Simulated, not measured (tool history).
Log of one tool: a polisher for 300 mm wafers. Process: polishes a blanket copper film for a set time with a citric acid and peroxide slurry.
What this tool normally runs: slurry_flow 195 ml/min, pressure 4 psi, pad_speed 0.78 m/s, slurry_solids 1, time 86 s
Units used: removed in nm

run,hour,slurry_flow,pressure,pad_speed,slurry_solids,time,wafers since the last listed run,wafers polished on this pad,hours since the slurry nozzle was cleaned,hours since the head pressure was calibrated,hours since the slurry blender was calibrated,"incoming thickness of the incoming film, nm",removed
1,0,195,4,0.78,1,86,0,2402,99.9,249.5,436,1255.1,206.6
# hour 46.9: slurry blender recalibrated
2,91.4,195,5,0.78,1,86,501,2903,191.3,340.9,44.5,1256,246.9
# hour 120.5: worn pad replaced by a new one
3,138.3,195,5,0.78,1,86,240,99,238.2,387.8,91.4,1241.6,236.6
4,197.1,195,3.4,0.78,1,86,329,429,297,446.6,150.2,1241.9,174.2
5,310.6,195,3.4,0.78,1,86,636,1065,410.5,560.1,263.7,1253.7,170.8
6,404.9,195,3.4,0.78,1,86,528,1594,504.8,654.4,358,1266.9,171.2
# hour 410.1: slurry nozzle cleaned
# hour 461.1: head pressure recalibrated
7,462.6,195,4,0.78,1.05,86,306,1900,52.5,1.5,415.7,1273.8,209.3
# hour 527.7: slurry blender recalibrated
8,537.4,195,4,0.78,1.05,86,408,2308,127.3,76.3,9.7,1250.6,207.3
# hour 598.1: worn pad replaced by a new one
9,638.7,195,3.3,0.78,1,86,545,227,228.6,177.6,111,1256.8,177.9
10,771.4,195,3.3,0.78,1,86,743,971,361.3,310.3,243.7,1266.8,173.8
11,845,195,4,0.78,1,86,412,1383,434.9,383.9,317.3,1251.2,196.7
# hour 863.7: slurry nozzle cleaned
12,933.2,195,4,0.78,1,86,488,1872,69.5,472.1,405.5,1233.2,191.7
13,1012,245,4,0.78,1,86,441,2314,148.3,550.9,484.3,1231.4,196.1
# hour 1074.2: worn pad replaced by a new one
# hour 1109.1: slurry blender recalibrated
14,1114.2,195,3.5,0.58,1.15,109,539,213,250.5,653.1,5.1,1239.2,167
# hour 1194: head pressure recalibrated
15,1213,195,4.8,0.78,1,86,542,755,349.3,19,103.9,1247.6,243.3
16,1263.1,195,4,0.78,1,86,280,1036,399.4,69.1,154,1252.1,210
# hour 1316.6: slurry nozzle cleaned
17,1330.5,195,4,0.78,1,75,372,1408,13.9,136.5,221.4,1248.1,184.4
18,1406.8,195,4,0.78,1,86,427,1836,90.2,212.8,297.7,1247.1,201.3
19,1446.2,150,4,0.78,0.9,86,220,2057,129.6,252.2,337.1,1230.5,191.4
20,1551.7,130,4,0.94,0.75,86,591,2648,235.1,357.7,442.6,1261.1,213.5
21,1608.3,195,5.3,0.78,1,86,317,2965,291.7,414.3,499.2,1258.2,249.3
# hour 1663.3: worn pad replaced by a new one
22,1694.2,195,4,0.88,1.25,72,459,173,377.6,500.2,585.1,1268,199.8
# hour 1697.9: slurry blender recalibrated
23,1758.2,195,4.8,0.78,1.1,86,347,520,441.6,564.2,60.3,1230.1,230.8
24,1798.4,230,4,0.78,1,86,225,745,481.8,604.4,100.5,1253.6,195.9
# hour 1823.7: slurry nozzle cleaned
25,1838,195,3.6,0.78,1,108,216,962,14.3,644,140.1,1254.5,225.6
26,1917.4,195,4,0.78,1,86,445,1407,93.7,723.4,219.5,1259.5,190.5
27,1985.9,175,4,1.02,0.7,86,383,1791,162.2,791.9,288,1251.9,218.9
# hour 2035.3: head pressure recalibrated
28,2083.4,195,4.6,0.86,1,65,535,2326,259.7,48.1,385.5,1248,189.4
# hour 2140.3: worn pad replaced by a new one
29,2141.7,195,2.8,0.78,0.7,97,304,7,318,106.4,443.8,1250.1,165.8
# hour 2174.9: slurry blender recalibrated
30,2188.4,195,4,0.78,1,86,250,258,364.7,153.1,13.5,1256.5,206.8
31,2287.4,260,4,0.78,1.25,110,554,813,463.7,252.1,112.5,1256.6,283.7

Here are 3 independent what-if runs from the current tool condition. What would each one return?
A,2287.8,195,4,0.98,1,86,2,815,464.1,252.5,112.9,1250.7,?
B,2287.8,195,4,0.78,1,69,2,815,464.1,252.5,112.9,1250.7,?
C,2287.8,195,2.9,0.78,1,94,2,815,464.1,252.5,112.9,1250.7,?

run,removed
A,251.2
B,161.2
C,171.5
With the hidden condition removed and each run's random variation left untouched, the same runs would have given:
run,removed
A,258
B,165.6
C,176.2

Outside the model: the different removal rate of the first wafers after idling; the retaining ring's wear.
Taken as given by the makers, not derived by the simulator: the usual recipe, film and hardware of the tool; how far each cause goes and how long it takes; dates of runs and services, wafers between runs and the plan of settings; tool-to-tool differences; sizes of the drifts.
